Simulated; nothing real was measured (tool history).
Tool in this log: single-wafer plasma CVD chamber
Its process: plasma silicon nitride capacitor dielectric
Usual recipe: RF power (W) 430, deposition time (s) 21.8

run    hour  RF power (W)  deposition time (s)  wafers since the last listed run  hours since the last RF generator calibration  hours since the showerhead was replaced  hours since the gauge calibration  read-back reference wafer on the same gauge, thickness_nm  mean film thickness on the monitor wafer (Å)
  1     0.0           430                 21.8                                 0                                          309.3                                   1625.8                              779.3                                                     40.074                                        342.11
  2    26.9           430                 21.8                               765                                          336.2                                   1652.7                              806.2                                                     40.107                                        342.02
  3    88.2           430                 21.8                              1744                                          397.5                                   1714.0                              867.5                                                     40.089                                        339.83
  4   120.6           430                 21.8                               921                                          429.9                                   1746.4                              899.9                                                     40.069                                        339.42
  5   167.5           430                 21.8                              1334                                          476.8                                   1793.3                              946.8                                                     40.132                                        339.65
  6   233.5           430                 21.8                              1878                                          542.8                                   1859.3                             1012.8                                                     40.097                                        339.37
  7   257.8           430                 23.7                               691                                          567.1                                   1883.6                             1037.1                                                     40.119                                        368.59
  8   323.2           430                 24.5                              1861                                          632.5                                   1949.0                             1102.5                                                     40.067                                        380.30
  9   349.6           405                 21.8                               751                                          658.9                                   1975.4                             1128.9                                                     40.091                                        335.08
 10   412.1           405                 21.8                              1778                                          721.4                                   2037.9                             1191.4                                                     40.080                                        331.70
 11   517.1           430                 21.8                              2987                                          826.4                                   2142.9                             1296.4                                                     40.103                                        336.08
      541.9  -- gauge calibrated
 12   564.3           430                 25.2                              1343                                          873.6                                   2190.1                               22.4                                                     40.121                                        392.05
      594.0  -- RF generator calibrated
 13   611.6           430                 25.2                              1118                                           17.6                                   2237.4                               69.7                                                     40.091                                        396.26
 14   673.6           430                 21.8                              1764                                           79.6                                   2299.4                              131.7                                                     40.113                                        342.14
 15   730.5           515                 17.5                              1619                                          136.5                                   2356.3                              188.6                                                     40.062                                        288.11
 16   791.7           430                 21.8                              1741                                          197.7                                   2417.5                              249.8                                                     40.111                                        341.06
 17   841.9           480                 21.8                              1428                                          247.9                                   2467.7                              300.0                                                     40.094                                        352.48
 18   890.1           490                 21.8                              1371                                          296.1                                   2515.9                              348.2                                                     40.108                                        351.70
      924.4  -- showerhead replaced
 19   937.3           430                 21.8                              1115                                          343.3                                     12.9                              395.4                                                     40.042                                        342.17
 20  1003.0           515                 25.2                              1869                                          409.0                                     78.6                              461.1                                                     40.126                                        410.18
 21  1066.1           430                 21.8                              1795                                          472.1                                    141.7                              524.2                                                     40.108                                        339.10
 22  1118.1           430                 21.8                              1479                                          524.1                                    193.7                              576.2                                                     40.084                                        339.37
 23  1152.9           475                 23.9                               990                                          558.9                                    228.5                              611.0                                                     40.086                                        383.13
 24  1202.0           465                 23.9                              1397                                          608.0                                    277.6                              660.1                                                     40.042                                        382.44
 25  1257.1           430                 21.8                              1567                                          663.1                                    332.7                              715.2                                                     40.105                                        336.40
 26  1286.3           485                 20.6                               830                                          692.3                                    361.9                              744.4                                                     40.108                                        329.76
 27  1350.1           405                 18.2                              1815                                          756.1                                    425.7                              808.2                                                     40.114                                        278.75
 28  1418.6           350                 21.8                              1949                                          824.6                                    494.2                              876.7                                                     40.153                                        317.10
 29  1467.5           375                 21.8                              1391                                          873.5                                    543.1                              925.6                                                     40.096                                        324.27

List, for all runs, the conditions of the tool that the log does not record:
gauge reads high (%): 0 in every run
H1: delivered RF power above the setpoint (%)
run       H1
  1    -1.89
  2    -2.04
  3    -2.42
  4    -2.64
  5       -3
  6    -3.57
  7    -3.79
  8    -4.45
  9    -4.74
 10    -5.46
 11    -6.83
 12    -7.51
 13  -0.0132
 14  -0.0639
 15   -0.167
 16   -0.339
 17   -0.527
 18   -0.748
 19       -1
 20    -1.42
 21    -1.88
 22    -2.32
 23    -2.64
 24    -3.12
 25    -3.71
 26    -4.04
 27    -4.82
 28    -5.73
 29    -6.43
